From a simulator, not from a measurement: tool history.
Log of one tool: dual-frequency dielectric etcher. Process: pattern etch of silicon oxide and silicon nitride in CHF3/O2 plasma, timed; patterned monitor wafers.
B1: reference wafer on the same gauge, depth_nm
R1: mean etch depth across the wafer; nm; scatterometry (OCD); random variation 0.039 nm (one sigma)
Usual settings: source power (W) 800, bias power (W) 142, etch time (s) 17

run 1 hour=0 | source_power_(W)=800 bias_power_(W)=142 etch_time_(s)=17 | B1=27.82 | R1=25.9
run 2 hour=34 | source_power_(W)=800 bias_power_(W)=142 etch_time_(s)=15 | B1=27.8 | R1=22.79
run 3 hour=54.4 | source_power_(W)=800 bias_power_(W)=142 etch_time_(s)=17 | B1=27.79 | R1=25.89
run 4 hour=72.8 | source_power_(W)=800 bias_power_(W)=142 etch_time_(s)=17 | B1=27.81 | R1=25.79
run 5 hour=85.2 | source_power_(W)=800 bias_power_(W)=142 etch_time_(s)=17 | B1=27.78 | R1=25.87
run 6 hour=99 | source_power_(W)=800 bias_power_(W)=142 etch_time_(s)=17 | B1=27.8 | R1=25.86
run 7 hour=112.6 | source_power_(W)=800 bias_power_(W)=142 etch_time_(s)=17 | B1=27.8 | R1=25.81
run 8 hour=144.4 | source_power_(W)=800 bias_power_(W)=142 etch_time_(s)=17 | B1=27.79 | R1=25.75
-- hour=188.9 source power generator calibrated
-- hour=193.8 wet clean of the chamber
run 9 hour=194.3 | source_power_(W)=800 bias_power_(W)=142 etch_time_(s)=17 | B1=27.82 | R1=26.21
run 10 hour=203.9 | source_power_(W)=800 bias_power_(W)=142 etch_time_(s)=17 | B1=27.81 | R1=26.25
run 11 hour=226.5 | source_power_(W)=800 bias_power_(W)=142 etch_time_(s)=17 | B1=27.78 | R1=26.2
run 12 hour=246.5 | source_power_(W)=800 bias_power_(W)=142 etch_time_(s)=17 | B1=27.8 | R1=26.11
-- hour=260.4 bias power generator calibrated
run 13 hour=262.3 | source_power_(W)=980 bias_power_(W)=110 etch_time_(s)=13 | B1=27.82 | R1=20.69
run 14 hour=290 | source_power_(W)=650 bias_power_(W)=177 etch_time_(s)=17 | B1=27.79 | R1=24.69
-- hour=330.1 upper electrode replaced
run 15 hour=330.6 | source_power_(W)=920 bias_power_(W)=158 etch_time_(s)=21.5 | B1=27.81 | R1=37.18
run 16 hour=334.5 | source_power_(W)=800 bias_power_(W)=142 etch_time_(s)=17 | B1=27.8 | R1=26.14
run 17 hour=390 | source_power_(W)=660 bias_power_(W)=142 etch_time_(s)=17 | B1=27.78 | R1=22.91
run 18 hour=403 | source_power_(W)=800 bias_power_(W)=142 etch_time_(s)=12.5 | B1=27.81 | R1=19.15
-- hour=418.4 gauge calibrated
run 19 hour=436 | source_power_(W)=800 bias_power_(W)=158 etch_time_(s)=13 | B1=27.79 | R1=20.69
run 20 hour=449.3 | source_power_(W)=960 bias_power_(W)=142 etch_time_(s)=17 | B1=27.79 | R1=28.87
run 21 hour=463.2 | source_power_(W)=800 bias_power_(W)=142 etch_time_(s)=17 | B1=27.8 | R1=25.91
run 22 hour=490.6 | source_power_(W)=800 bias_power_(W)=165 etch_time_(s)=17 | B1=27.81 | R1=27.48
run 23 hour=520.4 | source_power_(W)=610 bias_power_(W)=169 etch_time_(s)=19.5 | B1=27.81 | R1=26.32
run 24 hour=550.6 | source_power_(W)=620 bias_power_(W)=176 etch_time_(s)=21 | B1=27.8 | R1=29.07

4 ways to go on from here, each from the tool as it stands after run 24. What would each give?
run A hour=551 | source_power_(W)=800 bias_power_(W)=142 etch_time_(s)=13 | B1=? | R1=?
run B hour=551 | source_power_(W)=970 bias_power_(W)=126 etch_time_(s)=19 | B1=? | R1=?
run C hour=551 | source_power_(W)=740 bias_power_(W)=156 etch_time_(s)=19 | B1=? | R1=?
run D hour=551 | source_power_(W)=980 bias_power_(W)=170 etch_time_(s)=22 | B1=? | R1=?

run=A B1=27.8 R1=19.83
run=B B1=27.8 R1=31.2
run=C B1=27.8 R1=28.53
run=D B1=27.8 R1=40.41
Without the tool's hidden state the same runs would have given:
run=A R1=20.09
run=B R1=31.62
run=C R1=28.9
run=D R1=40.94

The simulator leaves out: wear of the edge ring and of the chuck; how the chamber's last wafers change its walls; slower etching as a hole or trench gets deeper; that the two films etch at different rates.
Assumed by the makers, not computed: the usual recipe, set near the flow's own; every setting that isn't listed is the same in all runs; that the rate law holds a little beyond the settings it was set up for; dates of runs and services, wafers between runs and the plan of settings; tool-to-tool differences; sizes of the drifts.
